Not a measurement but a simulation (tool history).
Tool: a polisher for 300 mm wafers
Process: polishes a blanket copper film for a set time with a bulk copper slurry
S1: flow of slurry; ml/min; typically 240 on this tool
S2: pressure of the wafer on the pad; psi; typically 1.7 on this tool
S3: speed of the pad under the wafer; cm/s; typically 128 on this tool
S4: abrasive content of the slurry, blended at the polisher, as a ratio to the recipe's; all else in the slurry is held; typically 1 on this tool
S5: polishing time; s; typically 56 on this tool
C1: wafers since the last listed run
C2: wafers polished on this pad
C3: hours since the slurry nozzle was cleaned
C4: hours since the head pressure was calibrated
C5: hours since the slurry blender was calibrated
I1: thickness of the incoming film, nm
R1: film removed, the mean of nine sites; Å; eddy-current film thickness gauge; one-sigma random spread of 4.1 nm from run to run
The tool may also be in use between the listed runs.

| run | hour | S1 | S2 | S3 | S4 | S5 | C1 | C2 | C3 | C4 | C5 | I1 | R1 |
|---|---|---|---|---|---|---|---|---|---|---|---|---|---|
| 1 | 0 | 240 | 1.7 | 128 | 1 | 56 | 0 | 322 | 544.3 | 1473.6 | 95.1 | 4416.6 | 4085 |
| 2 | 7.2 | 240 | 1.7 | 128 | 1 | 56 | 67 | 389 | 551.5 | 1480.8 | 102.3 | 4446.3 | 4034 |
| 3 | 20.7 | 240 | 1.7 | 128 | 1 | 56 | 126 | 515 | 565 | 1494.3 | 115.8 | 4464.5 | 4021 |
| 4 | 31.1 | 240 | 1.7 | 128 | 1 | 56 | 97 | 612 | 575.4 | 1504.7 | 126.2 | 4455.1 | 4056 |
| 5 | 38.6 | 240 | 1.7 | 128 | 1 | 56 | 70 | 682 | 582.9 | 1512.2 | 133.7 | 4522.4 | 4101 |
| 6 | 45.3 | 240 | 1.7 | 128 | 1 | 56 | 62 | 745 | 589.6 | 1518.9 | 140.4 | 4459.3 | 4073 |
| 7 | 51.7 | 240 | 1.7 | 128 | 1 | 56 | 59 | 805 | 596 | 1525.3 | 146.8 | 4438.8 | 4061 |
|  | 62.8 | slurry blender recalibrated |
| 8 | 63.3 | 240 | 1.7 | 128 | 1 | 56 | 89 | 894 | 607.6 | 1536.9 | 0.5 | 4475.8 | 4072 |
|  | 66.7 | head pressure recalibrated |
| 9 | 76.5 | 210 | 1.7 | 128 | 1 | 56 | 104 | 999 | 620.8 | 9.8 | 13.7 | 4522.1 | 4039 |
|  | 80 | slurry nozzle cleaned |
|  | 81 | worn pad replaced by a new one |
| 10 | 91.4 | 210 | 1.7 | 128 | 1 | 56 | 120 | 97 | 11.4 | 24.7 | 28.6 | 4459.7 | 3983 |
| 11 | 101.1 | 160 | 1.4 | 128 | 1.1 | 56 | 90 | 188 | 21.1 | 34.4 | 38.3 | 4429.4 | 3308 |
| 12 | 107.6 | 270 | 1.7 | 142 | 1.25 | 64 | 60 | 248 | 27.6 | 40.9 | 44.8 | 4510.1 | 5409 |
| 13 | 123.6 | 240 | 1.7 | 128 | 1 | 56 | 149 | 398 | 43.6 | 56.9 | 60.8 | 4471.5 | 4062 |
| 14 | 133.4 | 240 | 1.4 | 86 | 1 | 56 | 91 | 489 | 53.4 | 66.7 | 70.6 | 4479.6 | 2309 |
| 15 | 147.2 | 295 | 1.7 | 128 | 1 | 56 | 128 | 618 | 67.2 | 80.5 | 84.4 | 4430.6 | 4097 |
| 16 | 158.9 | 240 | 1.7 | 128 | 1 | 40 | 109 | 727 | 78.9 | 92.2 | 96.1 | 4412.1 | 2903 |
| 17 | 171.3 | 270 | 1.3 | 142 | 1 | 56 | 115 | 843 | 91.3 | 104.6 | 108.5 | 4520.2 | 3664 |
| 18 | 181.7 | 240 | 1.7 | 128 | 1 | 56 | 97 | 940 | 101.7 | 115 | 118.9 | 4480 | 4118 |
| 19 | 189.4 | 240 | 1.7 | 128 | 1 | 56 | 71 | 1012 | 109.4 | 122.7 | 126.6 | 4432.2 | 4083 |
| 20 | 198.6 | 300 | 1.7 | 128 | 1 | 42 | 85 | 1098 | 118.6 | 131.9 | 135.8 | 4425 | 3080 |

Branching from run 20: 3 alternative next runs. What would each branch give?
| A | 199 | 240 | 1.7 | 128 | 1 | 56 | 3 | 1102 | 119 | 132.3 | 136.2 | 4433.1 | ? |
| B | 199 | 240 | 1.7 | 168 | 1 | 56 | 3 | 1102 | 119 | 132.3 | 136.2 | 4433.1 | ? |
| C | 199 | 260 | 1.7 | 84 | 0.85 | 72 | 3 | 1102 | 119 | 132.3 | 136.2 | 4433.1 | ? |

| run | R1 |
|---|---|
| A | 4136 |
| B | 5429 |
| C | 3434 |
Take away the tool's hidden state, keep each run's random variation, and the runs would have read:
| run | R1 |
|---|---|
| A | 4136 |
| B | 5429 |
| C | 3434 |

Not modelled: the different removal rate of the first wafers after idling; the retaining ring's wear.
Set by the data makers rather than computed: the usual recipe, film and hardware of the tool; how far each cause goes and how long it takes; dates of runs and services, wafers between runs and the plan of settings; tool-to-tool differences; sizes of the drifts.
